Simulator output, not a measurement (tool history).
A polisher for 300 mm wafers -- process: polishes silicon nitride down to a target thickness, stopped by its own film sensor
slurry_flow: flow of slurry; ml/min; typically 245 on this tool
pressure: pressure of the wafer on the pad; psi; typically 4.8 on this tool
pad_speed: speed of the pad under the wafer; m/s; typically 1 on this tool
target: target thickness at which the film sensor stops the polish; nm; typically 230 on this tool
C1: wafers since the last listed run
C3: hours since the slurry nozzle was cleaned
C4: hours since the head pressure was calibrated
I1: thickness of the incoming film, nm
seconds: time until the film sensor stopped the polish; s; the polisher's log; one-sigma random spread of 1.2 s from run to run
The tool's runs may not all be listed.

run 1 hour=0 | slurry_flow=245 pressure=5.6 pad_speed=1 target=279 | C1=0 wafers_polished_on_this_pad=208 C3=414 C4=335.9 | I1=409.9 | seconds=40.3
run 2 hour=36.6 | slurry_flow=245 pressure=5.6 pad_speed=1 target=279 | C1=392 wafers_polished_on_this_pad=600 C3=450.6 C4=372.5 | I1=410.6 | seconds=39.9
run 3 hour=118.5 | slurry_flow=245 pressure=5.6 pad_speed=1 target=279 | C1=878 wafers_polished_on_this_pad=1479 C3=532.5 C4=454.4 | I1=415.1 | seconds=41.2
run 4 hour=198.4 | slurry_flow=245 pressure=4.8 pad_speed=1 target=230 | C1=857 wafers_polished_on_this_pad=2336 C3=612.4 C4=534.3 | I1=411.8 | seconds=64.2
run 5 hour=278.6 | slurry_flow=245 pressure=4.8 pad_speed=1 target=230 | C1=860 wafers_polished_on_this_pad=3197 C3=692.6 C4=614.5 | I1=407.2 | seconds=62.3
-- hour=337 slurry nozzle cleaned
run 6 hour=351.4 | slurry_flow=245 pressure=4.8 pad_speed=1 target=230 | C1=770 wafers_polished_on_this_pad=3967 C3=14.4 C4=687.3 | I1=412.2 | seconds=62.5
run 7 hour=407.3 | slurry_flow=245 pressure=4.8 pad_speed=1 target=230 | C1=599 wafers_polished_on_this_pad=4567 C3=70.3 C4=743.2 | I1=405 | seconds=62.6
-- hour=455.1 head pressure recalibrated
run 8 hour=515.9 | slurry_flow=245 pressure=4.8 pad_speed=0.86 target=230 | C1=1143 wafers_polished_on_this_pad=5710 C3=178.9 C4=60.8 | I1=410.2 | seconds=70.1
run 9 hour=594.3 | slurry_flow=245 pressure=4.8 pad_speed=0.86 target=230 | C1=841 wafers_polished_on_this_pad=6551 C3=257.3 C4=139.2 | I1=410.9 | seconds=71.9
-- hour=648.5 worn pad replaced by a new one
run 10 hour=685.6 | slurry_flow=245 pressure=4.8 pad_speed=1 target=248 | C1=936 wafers_polished_on_this_pad=397 C3=348.6 C4=230.5 | I1=412.8 | seconds=59.7
run 11 hour=751.5 | slurry_flow=245 pressure=4.8 pad_speed=1 target=230 | C1=706 wafers_polished_on_this_pad=1104 C3=414.5 C4=296.4 | I1=408.5 | seconds=64
run 12 hour=801.8 | slurry_flow=245 pressure=4.8 pad_speed=1 target=230 | C1=539 wafers_polished_on_this_pad=1644 C3=464.8 C4=346.7 | I1=409.5 | seconds=65.5
run 13 hour=888.9 | slurry_flow=245 pressure=4.8 pad_speed=1 target=230 | C1=934 wafers_polished_on_this_pad=2578 C3=551.9 C4=433.8 | I1=411.6 | seconds=64.6
run 14 hour=983.4 | slurry_flow=245 pressure=4.8 pad_speed=1 target=230 | C1=1013 wafers_polished_on_this_pad=3592 C3=646.4 C4=528.3 | I1=409.9 | seconds=64.2
-- hour=1002.8 slurry nozzle cleaned
run 15 hour=1041.9 | slurry_flow=245 pressure=3.6 pad_speed=1 target=272 | C1=616 wafers_polished_on_this_pad=4209 C3=39.1 C4=586.8 | I1=407.5 | seconds=63.1
run 16 hour=1127.8 | slurry_flow=245 pressure=4.8 pad_speed=1.28 target=286 | C1=921 wafers_polished_on_this_pad=5130 C3=125 C4=672.7 | I1=409.1 | seconds=35.7
run 17 hour=1185.6 | slurry_flow=245 pressure=4.8 pad_speed=1 target=230 | C1=620 wafers_polished_on_this_pad=5750 C3=182.8 C4=730.5 | I1=411.1 | seconds=62.5
run 18 hour=1242.2 | slurry_flow=245 pressure=4.8 pad_speed=1 target=230 | C1=607 wafers_polished_on_this_pad=6358 C3=239.4 C4=787.1 | I1=406 | seconds=63.6
-- hour=1365.1 head pressure recalibrated
run 19 hour=1368.6 | slurry_flow=300 pressure=5.3 pad_speed=1.22 target=248 | C1=1334 wafers_polished_on_this_pad=7692 C3=365.8 C4=3.5 | I1=411.3 | seconds=44.2
run 20 hour=1409.6 | slurry_flow=185 pressure=4.8 pad_speed=1 target=170 | C1=439 wafers_polished_on_this_pad=8132 C3=406.8 C4=44.5 | I1=405.2 | seconds=88.9
-- hour=1428.2 worn pad replaced by a new one
run 21 hour=1453.3 | slurry_flow=185 pressure=4 pad_speed=1 target=230 | C1=425 wafers_polished_on_this_pad=269 C3=450.5 C4=88.2 | I1=411.7 | seconds=79.3
run 22 hour=1686 | slurry_flow=245 pressure=4.8 pad_speed=1.24 target=230 | C1=2496 wafers_polished_on_this_pad=2765 C3=683.2 C4=320.9 | I1=410 | seconds=54.7
run 23 hour=1752.7 | slurry_flow=245 pressure=3.6 pad_speed=1 target=284 | C1=715 wafers_polished_on_this_pad=3481 C3=749.9 C4=387.6 | I1=416.8 | seconds=61.3
-- hour=1807.8 slurry nozzle cleaned
run 24 hour=1840.8 | slurry_flow=245 pressure=4.8 pad_speed=1 target=230 | C1=934 wafers_polished_on_this_pad=4415 C3=33 C4=475.7 | I1=410.8 | seconds=64.7
run 25 hour=1944.2 | slurry_flow=245 pressure=4.8 pad_speed=1 target=211 | C1=1109 wafers_polished_on_this_pad=5525 C3=136.4 C4=579.1 | I1=417.6 | seconds=75
run 26 hour=2049.1 | slurry_flow=245 pressure=4.8 pad_speed=1 target=230 | C1=1125 wafers_polished_on_this_pad=6650 C3=241.3 C4=684 | I1=414.4 | seconds=66.2
-- hour=2096.7 worn pad replaced by a new one
run 27 hour=2123.3 | slurry_flow=180 pressure=4.8 pad_speed=1 target=273 | C1=753 wafers_polished_on_this_pad=285 C3=315.5 C4=758.2 | I1=403.3 | seconds=49.4
run 28 hour=2191.3 | slurry_flow=245 pressure=4.8 pad_speed=1 target=230 | C1=729 wafers_polished_on_this_pad=1014 C3=383.5 C4=826.2 | I1=409.4 | seconds=63.2
-- hour=2251.6 head pressure recalibrated
run 29 hour=2286.9 | slurry_flow=300 pressure=5.3 pad_speed=1.22 target=248 | C1=1004 wafers_polished_on_this_pad=2019 C3=479.1 C4=35.3 | I1=409.7 | seconds=44.7
run 30 hour=2331.7 | slurry_flow=210 pressure=6 pad_speed=1 target=189 | C1=480 wafers_polished_on_this_pad=2499 C3=523.9 C4=80.1 | I1=414.9 | seconds=67.9
run 31 hour=2413.2 | slurry_flow=300 pressure=5.3 pad_speed=1.22 target=248 | C1=874 wafers_polished_on_this_pad=3374 C3=605.4 C4=161.6 | I1=413.7 | seconds=45.3
run 32 hour=2490.3 | slurry_flow=245 pressure=3.6 pad_speed=1.1 target=230 | C1=827 wafers_polished_on_this_pad=4201 C3=682.5 C4=238.7 | I1=409.7 | seconds=77.8
run 33 hour=2587.7 | slurry_flow=210 pressure=4.8 pad_speed=1 target=230 | C1=1044 wafers_polished_on_this_pad=5246 C3=779.9 C4=336.1 | I1=416.2 | seconds=65.8
-- hour=2642.6 slurry nozzle cleaned
run 34 hour=2652.7 | slurry_flow=245 pressure=3.3 pad_speed=1 target=259 | C1=686 wafers_polished_on_this_pad=5932 C3=10.1 C4=401.1 | I1=401.6 | seconds=69.6
run 35 hour=2691.3 | slurry_flow=245 pressure=3.7 pad_speed=1 target=230 | C1=414 wafers_polished_on_this_pad=6346 C3=48.7 C4=439.7 | I1=414.5 | seconds=81.9
run 36 hour=2769.4 | slurry_flow=245 pressure=4.3 pad_speed=1 target=209 | C1=837 wafers_polished_on_this_pad=7184 C3=126.8 C4=517.8 | I1=406.7 | seconds=78.8
run 37 hour=2851.6 | slurry_flow=245 pressure=4.8 pad_speed=1 target=230 | C1=881 wafers_polished_on_this_pad=8066 C3=209 C4=600 | I1=407.3 | seconds=61.8
run 38 hour=2900.5 | slurry_flow=245 pressure=3.1 pad_speed=1 target=208 | C1=524 wafers_polished_on_this_pad=8591 C3=257.9 C4=648.9 | I1=414.8 | seconds=116

Hidden state, per run?
removal rate lost through wear of the pad, %: 0 in every run
slurry flow missing at the pad, %: 0 in every run
deviation of the head's pressure from its setpoint, %: 0 in every run
